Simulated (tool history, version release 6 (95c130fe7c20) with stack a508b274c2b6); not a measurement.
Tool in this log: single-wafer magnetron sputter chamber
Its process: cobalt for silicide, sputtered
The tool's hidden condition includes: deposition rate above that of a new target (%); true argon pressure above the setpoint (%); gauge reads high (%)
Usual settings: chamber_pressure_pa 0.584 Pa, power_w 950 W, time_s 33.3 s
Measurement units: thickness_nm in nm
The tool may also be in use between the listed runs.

run   hour  chamber_pressure_pa  power_w  time_s  wafers since the last listed run  wafers on the sputter target  hours since the last manometer calibration  hours since the magnet pack was replaced  hours since the gauge calibration  read-back reference wafer on the same gauge, thickness_nm  thickness_nm
  1      0                0.584     1000    33.3                                 0                          1702                                        1780                                    4807.6                              103.2                                                     14.003        16.095
  2   13.5                0.584     1000    33.3                               224                          1927                                      1793.5                                    4821.1                              116.7                                                     13.997        16.078
  3   22.5                0.584     1000    33.3                               149                          2077                                      1802.5                                    4830.1                              125.7                                                     13.987        16.044
  4   34.6                0.584      950    33.3                               201                          2278                                      1814.6                                    4842.2                              137.8                                                     14.008        15.252
  5   41.6                0.584      950    33.3                               116                          2394                                      1821.6                                    4849.2                              144.8                                                     14.004        15.252
  6   51.3                0.584      950    33.3                               161                          2556                                      1831.3                                    4858.9                              154.5                                                     13.991        15.232
  7   63.4                0.522      800    33.3                               201                          2757                                      1843.4                                      4871                              166.6                                                     14.002        13.021
  8     70                0.522      800    33.3                               109                          2867                                        1850                                    4877.6                              173.2                                                     13.999        13.073
  9   81.4                0.584      950    30.8                               189                          3056                                      1861.4                                      4889                              184.6                                                     13.992        14.185
 10     91                0.584      950    30.8                               159                          3216                                        1871                                    4898.6                              194.2                                                     13.993        14.136
     106.1  -- sputter target and shields replaced
 11  106.6                0.584      950    30.8                               126                             8                                      1886.6                                    4914.2                              209.8                                                     13.993        14.133
 12  113.9                0.402      950    33.3                               121                           129                                      1893.9                                    4921.5                              217.1                                                     13.991        16.013
 13  124.6                0.402      950    33.3                               177                           307                                      1904.6                                    4932.2                              227.8                                                     13.996        15.917
     126.5  -- gauge calibrated
 14  138.4                0.493      950    33.3                               229                           537                                      1918.4                                      4946                               11.9                                                     13.999        15.616
     150.7  -- capacitance manometer re-zeroed and calibrated
 15  151.2                0.493      950    33.3                                79                           617                                         0.5                                    4958.8                               24.7                                                     14.002        15.644
 16  152.9                0.493      950    33.3                                28                           645                                         2.2                                    4960.5                               26.4                                                     14.003        15.595
 17  169.1                0.584      950    33.3                               269                           914                                        18.4                                    4976.7                               42.6                                                     13.994        15.264
 18  178.7                0.523     1150    33.3                               159                          1074                                          28                                    4986.3                               52.2                                                     14.003        18.753
 19  215.2                0.584      950    33.3                               607                          1681                                        64.5                                    5022.8                               88.7                                                     13.996        15.252
 20  228.9                0.468      900    36.2                               227                          1909                                        78.2                                    5036.5                              102.4                                                     13.998        16.153
 21    244                0.584      950    28.2                               251                          2160                                        93.3                                    5051.6                              117.5                                                     13.992        12.957
 22    253                 0.52      950    29.2                               149                          2310                                       102.3                                    5060.6                              126.5                                                     14.005        13.588
     270.6  -- sputter target and shields replaced
 23  271.1                0.522      800    33.3                               167                             8                                       120.4                                    5078.7                              144.6                                                     14.005        13.057
 24  278.6                0.584      950    33.3                               124                           132                                       127.9                                    5086.2                              152.1                                                     14.011        15.247
     296.8  -- magnet pack replaced
 25  297.3                0.584      950    33.3                               177                           310                                       146.6                                       0.5                              170.8                                                     13.999        15.252
 26  299.2                0.584      800    33.3                                31                           342                                       148.5                                       2.4                              172.7                                                     14.005        12.835
 27  305.9                0.507      750    39.6                               111                           453                                       155.2                                       9.1                              179.4                                                     14.011        14.587
 28  318.4                0.584     1100    33.3                               207                           661                                       167.7                                      21.6                              191.9                                                     14.002         17.65
     318.7  -- gauge calibrated
 29  324.8                0.414      850    29.8                               106                           768                                       174.1                                        28                                6.1                                                     13.998        12.742
 30  338.4                0.584     1050    33.3                               226                           994                                       187.7                                      41.6                               19.7                                                     14.007        16.913
 31  355.3                0.386      950    33.3                               281                          1275                                       204.6                                      58.5                               36.6                                                         14        16.086
 32  366.2                0.411      950    31.4                               181                          1456                                       215.5                                      69.4                               47.5                                                     13.999        15.046
 33  373.7                0.584      950    33.3                               124                          1581                                         223                                      76.9                                 55                                                     14.006        15.318
 34    391                0.492     1050    30.4                               287                          1869                                       240.3                                      94.2                               72.3                                                     14.004        15.775
 35  403.4                0.584      950    33.3                               206                          2075                                       252.7                                     106.6                               84.7                                                     13.994         15.33

Branching from run 35: 4 alternative next runs. What would each branch give?
  A  403.8                0.584      950    33.3                                 6                          2081                                       253.1                                       107                               85.1                                                          ?             ?
  B  403.8                0.661      950    35.5                                 6                          2081                                       253.1                                       107                               85.1                                                          ?             ?
  C  403.8                 0.74     1100    28.4                                 6                          2081                                       253.1                                       107                               85.1                                                          ?             ?
  D  403.8                0.584      950    28.4                                 6                          2081                                       253.1                                       107                               85.1                                                          ?             ?

run  read-back reference wafer on the same gauge, thickness_nm  thickness_nm
  A                                                     14.007        15.294
  B                                                     14.007        15.991
  C                                                     14.007        14.523
  D                                                     14.007        13.044
What these runs would have given with no unlogged condition in the tool:
run  thickness_nm
  A        15.294
  B        15.991
  C        14.523
  D        13.044

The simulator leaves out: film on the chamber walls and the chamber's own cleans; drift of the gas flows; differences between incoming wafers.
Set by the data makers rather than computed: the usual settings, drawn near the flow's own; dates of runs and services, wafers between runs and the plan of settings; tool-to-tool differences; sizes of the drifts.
